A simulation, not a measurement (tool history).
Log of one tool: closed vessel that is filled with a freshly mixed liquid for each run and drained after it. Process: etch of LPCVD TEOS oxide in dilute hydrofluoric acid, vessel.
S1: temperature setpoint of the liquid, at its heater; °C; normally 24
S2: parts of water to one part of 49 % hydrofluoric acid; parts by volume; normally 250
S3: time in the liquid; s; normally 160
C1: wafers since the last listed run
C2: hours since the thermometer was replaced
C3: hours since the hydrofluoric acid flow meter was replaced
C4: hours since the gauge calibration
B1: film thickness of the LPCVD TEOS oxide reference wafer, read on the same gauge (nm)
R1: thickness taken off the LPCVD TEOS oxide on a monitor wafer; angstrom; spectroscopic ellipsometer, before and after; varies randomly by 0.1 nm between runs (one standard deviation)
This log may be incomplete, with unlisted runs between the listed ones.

Run 1, day 0: usual settings; C1 0; C2 646.5; C3 451.9; C4 128.2; B1 120.03. Result: R1 110.2 angstrom.
Run 2, day 1.188: usual settings; C1 3761; C2 675; C3 480.4; C4 156.7; B1 120. Result: R1 107.8 angstrom.
Run 3, day 2.658: usual settings but S2 340 parts by volume; C1 4659; C2 710.3; C3 515.7; C4 192; B1 120. Result: R1 74.1 angstrom.
Run 4, day 3.592: usual settings but S2 340 parts by volume; C1 2956; C2 732.7; C3 538.1; C4 214.4; B1 119.98. Result: R1 74.2 angstrom.
Run 5, day 4.533: usual settings; C1 2983; C2 755.3; C3 560.7; C4 237; B1 119.96. Result: R1 107.8 angstrom.
At day 4.571: gauge calibrated.
Run 6, day 6.175: usual settings; C1 5200; C2 794.7; C3 600.1; C4 38.5; B1 119.98. Result: R1 109.5 angstrom.
At day 6.354: thermometer replaced.
Run 7, day 7.133: usual settings; C1 2903; C2 18.7; C3 623.1; C4 61.5; B1 120.02. Result: R1 119.5 angstrom.
Run 8, day 8.425: usual settings; C1 4091; C2 49.7; C3 654.1; C4 92.5; B1 120.02. Result: R1 118.4 angstrom.
Run 9, day 9.008: usual settings; C1 1847; C2 63.7; C3 668.1; C4 106.5; B1 119.95. Result: R1 122.3 angstrom.
Run 10, day 9.988: usual settings; C1 3101; C2 87.2; C3 691.6; C4 130; B1 119.96. Result: R1 120.3 angstrom.
Run 11, day 11.25: usual settings but S1 28 °C, S2 215 parts by volume, S3 225 s; C1 3999; C2 117.5; C3 721.9; C4 160.3; B1 119.99. Result: R1 233.3 angstrom.
Run 12, day 12.004: usual settings but S2 330 parts by volume; C1 2389; C2 135.6; C3 740; C4 178.4; B1 120.01. Result: R1 84 angstrom.
Run 13, day 12.846: usual settings but S1 19.5 °C, S2 335 parts by volume; C1 2666; C2 155.8; C3 760.2; C4 198.6; B1 120.02. Result: R1 70.6 angstrom.
Run 14, day 13.529: usual settings but S1 19.5 °C, S2 335 parts by volume, S3 235 s; C1 2164; C2 172.2; C3 776.6; C4 215; B1 119.96. Result: R1 103.5 angstrom.
Run 15, day 14.608: usual settings but S1 22 °C, S2 150 parts by volume, S3 240 s; C1 3418; C2 198.1; C3 802.5; C4 240.9; B1 120.01. Result: R1 302 angstrom.
At day 15.575: gauge calibrated.
Run 16, day 16.092: usual settings but S3 130 s; C1 4699; C2 233.7; C3 838.1; C4 12.4; B1 119.99. Result: R1 96.3 angstrom.
At day 16.329: hydrofluoric acid flow meter replaced.
Run 17, day 17.042: usual settings but S1 25.5 °C; C1 2877; C2 256.5; C3 17.1; C4 35.2; B1 120.02. Result: R1 116.2 angstrom.
Run 18, day 17.892: usual settings; C1 2692; C2 276.9; C3 37.5; C4 55.6; B1 120.05. Result: R1 109.5 angstrom.
Run 19, day 18.475: usual settings but S1 27 °C, S2 145 parts by volume, S3 195 s; C1 1847; C2 290.9; C3 51.5; C4 69.6; B1 120.02. Result: R1 290.1 angstrom.
Run 20, day 19.538: usual settings but S1 19 °C, S2 175 parts by volume; C1 3365; C2 316.4; C3 77; C4 95.1; B1 120.01. Result: R1 139.5 angstrom.
Run 21, day 20.458: usual settings; C1 2917; C2 338.5; C3 99.1; C4 117.2; B1 120.03. Result: R1 111.2 angstrom.

Each row is a separate what-if for the run after 21, all from the same tool condition, not one after another. Results?
Run A, day 20.488: usual settings; C1 92; C2 339.2; C3 99.8; C4 117.9; B1 ?. Result: R1 ?.
Run B, day 20.488: usual settings but S1 26.5 °C, S2 360 parts by volume; C1 92; C2 339.2; C3 99.8; C4 117.9; B1 ?. Result: R1 ?.
Run C, day 20.488: usual settings but S1 27.5 °C; C1 92; C2 339.2; C3 99.8; C4 117.9; B1 ?. Result: R1 ?.
Run D, day 20.488: usual settings but S1 19.5 °C, S2 135 parts by volume, S3 235 s; C1 92; C2 339.2; C3 99.8; C4 117.9; B1 ?. Result: R1 ?.

run      B1     R1
  A  120.02  109.4
  B  120.02   74.5
  C  120.02    124
  D  120.02  280.6
The same runs, with their run-to-run variation unchanged, on a tool lacking any hidden condition would have given:
run     R1
  A  112.9
  B   76.5
  C  127.6
  D  291.3
